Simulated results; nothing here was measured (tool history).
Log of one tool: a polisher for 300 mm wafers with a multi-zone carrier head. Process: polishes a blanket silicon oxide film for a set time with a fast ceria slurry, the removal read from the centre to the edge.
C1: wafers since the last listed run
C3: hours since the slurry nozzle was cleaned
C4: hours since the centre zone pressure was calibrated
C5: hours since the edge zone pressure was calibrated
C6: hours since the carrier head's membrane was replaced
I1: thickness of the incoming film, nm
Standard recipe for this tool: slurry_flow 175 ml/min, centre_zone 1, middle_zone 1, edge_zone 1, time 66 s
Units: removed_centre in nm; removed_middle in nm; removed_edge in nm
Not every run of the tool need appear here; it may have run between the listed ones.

run 1 hour=0 | slurry_flow=175 centre_zone=1 middle_zone=1 edge_zone=1 time=66 | C1=0 wafers_polished_on_this_pad=482 C3=10.5 C4=648.3 C5=477.3 C6=571.3 | I1=3281.9 | removed_centre=1446.1 removed_middle=1374.9 removed_edge=1366.7
run 2 hour=49.9 | slurry_flow=175 centre_zone=1 middle_zone=1 edge_zone=1 time=66 | C1=445 wafers_polished_on_this_pad=928 C3=60.4 C4=698.2 C5=527.2 C6=621.2 | I1=3268.2 | removed_centre=1442.9 removed_middle=1375.1 removed_edge=1369.4
run 3 hour=96.2 | slurry_flow=175 centre_zone=1 middle_zone=1 edge_zone=1 time=66 | C1=413 wafers_polished_on_this_pad=1341 C3=106.7 C4=744.5 C5=573.5 C6=667.5 | I1=3239.1 | removed_centre=1472.7 removed_middle=1384.3 removed_edge=1339.8
-- hour=117.8 worn pad replaced by a new one
run 4 hour=149.7 | slurry_flow=175 centre_zone=1 middle_zone=1 edge_zone=1 time=66 | C1=442 wafers_polished_on_this_pad=284 C3=160.2 C4=798 C5=627 C6=721 | I1=3251.9 | removed_centre=1454.6 removed_middle=1387 removed_edge=1357.8
run 5 hour=199.9 | slurry_flow=175 centre_zone=1 middle_zone=1 edge_zone=1 time=66 | C1=448 wafers_polished_on_this_pad=733 C3=210.4 C4=848.2 C5=677.2 C6=771.2 | I1=3239.2 | removed_centre=1476.2 removed_middle=1416.6 removed_edge=1380.2
run 6 hour=234.4 | slurry_flow=175 centre_zone=1 middle_zone=1 edge_zone=1 time=66 | C1=308 wafers_polished_on_this_pad=1041 C3=244.9 C4=882.7 C5=711.7 C6=805.7 | I1=3177.8 | removed_centre=1476.4 removed_middle=1395.9 removed_edge=1359.1
run 7 hour=274.4 | slurry_flow=175 centre_zone=1 middle_zone=1 edge_zone=1 time=66 | C1=357 wafers_polished_on_this_pad=1399 C3=284.9 C4=922.7 C5=751.7 C6=845.7 | I1=3222.2 | removed_centre=1483 removed_middle=1382.2 removed_edge=1377
-- hour=296.6 worn pad replaced by a new one
run 8 hour=303.1 | slurry_flow=175 centre_zone=1 middle_zone=1 edge_zone=1 time=66 | C1=220 wafers_polished_on_this_pad=57 C3=313.6 C4=951.4 C5=780.4 C6=874.4 | I1=3233 | removed_centre=1466.4 removed_middle=1406.7 removed_edge=1355
run 9 hour=348.6 | slurry_flow=160 centre_zone=0.96 middle_zone=1 edge_zone=1 time=66 | C1=406 wafers_polished_on_this_pad=464 C3=359.1 C4=996.9 C5=825.9 C6=919.9 | I1=3231.5 | removed_centre=1396.3 removed_middle=1380.3 removed_edge=1353
-- hour=367 centre zone pressure recalibrated
-- hour=380.6 slurry nozzle cleaned
-- hour=391.4 edge zone pressure recalibrated
-- hour=404.1 carrier head's membrane replaced by a new one
run 10 hour=458.4 | slurry_flow=175 centre_zone=0.93 middle_zone=1.09 edge_zone=1 time=66 | C1=891 wafers_polished_on_this_pad=1356 C3=77.8 C4=91.4 C5=67 C6=54.3 | I1=3176.2 | removed_centre=1324.2 removed_middle=1481.4 removed_edge=1367.8
-- hour=473.1 worn pad replaced by a new one
run 11 hour=494.8 | slurry_flow=175 centre_zone=1 middle_zone=1 edge_zone=1.09 time=66 | C1=289 wafers_polished_on_this_pad=193 C3=114.2 C4=127.8 C5=103.4 C6=90.7 | I1=3257.1 | removed_centre=1355.3 removed_middle=1400 removed_edge=1433
run 12 hour=557.3 | slurry_flow=175 centre_zone=1 middle_zone=1 edge_zone=1 time=73 | C1=558 wafers_polished_on_this_pad=752 C3=176.7 C4=190.3 C5=165.9 C6=153.2 | I1=3199.6 | removed_centre=1570 removed_middle=1540.5 removed_edge=1524.9
run 13 hour=615.3 | slurry_flow=175 centre_zone=1 middle_zone=1 edge_zone=1 time=66 | C1=518 wafers_polished_on_this_pad=1270 C3=234.7 C4=248.3 C5=223.9 C6=211.2 | I1=3289.5 | removed_centre=1397.5 removed_middle=1400.7 removed_edge=1360.9
-- hour=652.4 worn pad replaced by a new one
run 14 hour=679.4 | slurry_flow=135 centre_zone=1 middle_zone=1.07 edge_zone=1 time=66 | C1=537 wafers_polished_on_this_pad=241 C3=298.8 C4=312.4 C5=288 C6=275.3 | I1=3186.3 | removed_centre=1386 removed_middle=1409.4 removed_edge=1338.8
run 15 hour=726.5 | slurry_flow=140 centre_zone=1.06 middle_zone=1.03 edge_zone=1.06 time=66 | C1=420 wafers_polished_on_this_pad=662 C3=345.9 C4=359.5 C5=335.1 C6=322.4 | I1=3231.7 | removed_centre=1444.7 removed_middle=1409.3 removed_edge=1382.5
-- hour=735.9 slurry nozzle cleaned
run 16 hour=786.4 | slurry_flow=135 centre_zone=1 middle_zone=1 edge_zone=1.09 time=66 | C1=526 wafers_polished_on_this_pad=1188 C3=50.5 C4=419.4 C5=395 C6=382.3 | I1=3224.1 | removed_centre=1373.3 removed_middle=1364.4 removed_edge=1400.9
run 17 hour=836.9 | slurry_flow=175 centre_zone=1 middle_zone=1 edge_zone=1 time=66 | C1=451 wafers_polished_on_this_pad=1640 C3=101 C4=469.9 C5=445.5 C6=432.8 | I1=3291.8 | removed_centre=1416.6 removed_middle=1395.7 removed_edge=1365.9
-- hour=844.7 worn pad replaced by a new one
run 18 hour=905.1 | slurry_flow=175 centre_zone=1 middle_zone=1 edge_zone=1 time=66 | C1=573 wafers_polished_on_this_pad=540 C3=169.2 C4=538.1 C5=513.7 C6=501 | I1=3281.5 | removed_centre=1423.8 removed_middle=1381.7 removed_edge=1365.4
run 19 hour=929.7 | slurry_flow=130 centre_zone=1 middle_zone=0.97 edge_zone=0.92 time=66 | C1=219 wafers_polished_on_this_pad=760 C3=193.8 C4=562.7 C5=538.3 C6=525.6 | I1=3229.9 | removed_centre=1417.3 removed_middle=1336.5 removed_edge=1300.5

Below are 4 alternative next runs, each starting from the tool's condition after run 19. Predict each:
run A hour=930.1 | slurry_flow=175 centre_zone=1.05 middle_zone=1 edge_zone=1 time=66 | C1=3 wafers_polished_on_this_pad=763 C3=194.2 C4=563.1 C5=538.7 C6=526 | I1=3254.5 | removed_centre=? removed_middle=? removed_edge=?
run B hour=930.1 | slurry_flow=175 centre_zone=1.07 middle_zone=1 edge_zone=1 time=77 | C1=3 wafers_polished_on_this_pad=763 C3=194.2 C4=563.1 C5=538.7 C6=526 | I1=3254.5 | removed_centre=? removed_middle=? removed_edge=?
run C hour=930.1 | slurry_flow=175 centre_zone=1 middle_zone=1 edge_zone=1.08 time=66 | C1=3 wafers_polished_on_this_pad=763 C3=194.2 C4=563.1 C5=538.7 C6=526 | I1=3254.5 | removed_centre=? removed_middle=? removed_edge=?
run D hour=930.1 | slurry_flow=140 centre_zone=1 middle_zone=1 edge_zone=1 time=78 | C1=3 wafers_polished_on_this_pad=763 C3=194.2 C4=563.1 C5=538.7 C6=526 | I1=3254.5 | removed_centre=? removed_middle=? removed_edge=?

run=A removed_centre=1470.9 removed_middle=1393 removed_edge=1384.6
run=B removed_centre=1736.5 removed_middle=1625.1 removed_edge=1615.4
run=C removed_centre=1426.9 removed_middle=1393.1 removed_edge=1438.1
run=D removed_centre=1644.6 removed_middle=1610.2 removed_edge=1610.1
With the hidden condition removed and each run's random variation left untouched, the same runs would have given:
run=A removed_centre=1383.5 removed_middle=1393.5 removed_edge=1384.6
run=B removed_centre=1633.4 removed_middle=1625.6 removed_edge=1615.4
run=C removed_centre=1341.9 removed_middle=1393.5 removed_edge=1438.1
run=D removed_centre=1546.7 removed_middle=1610.7 removed_edge=1610.1
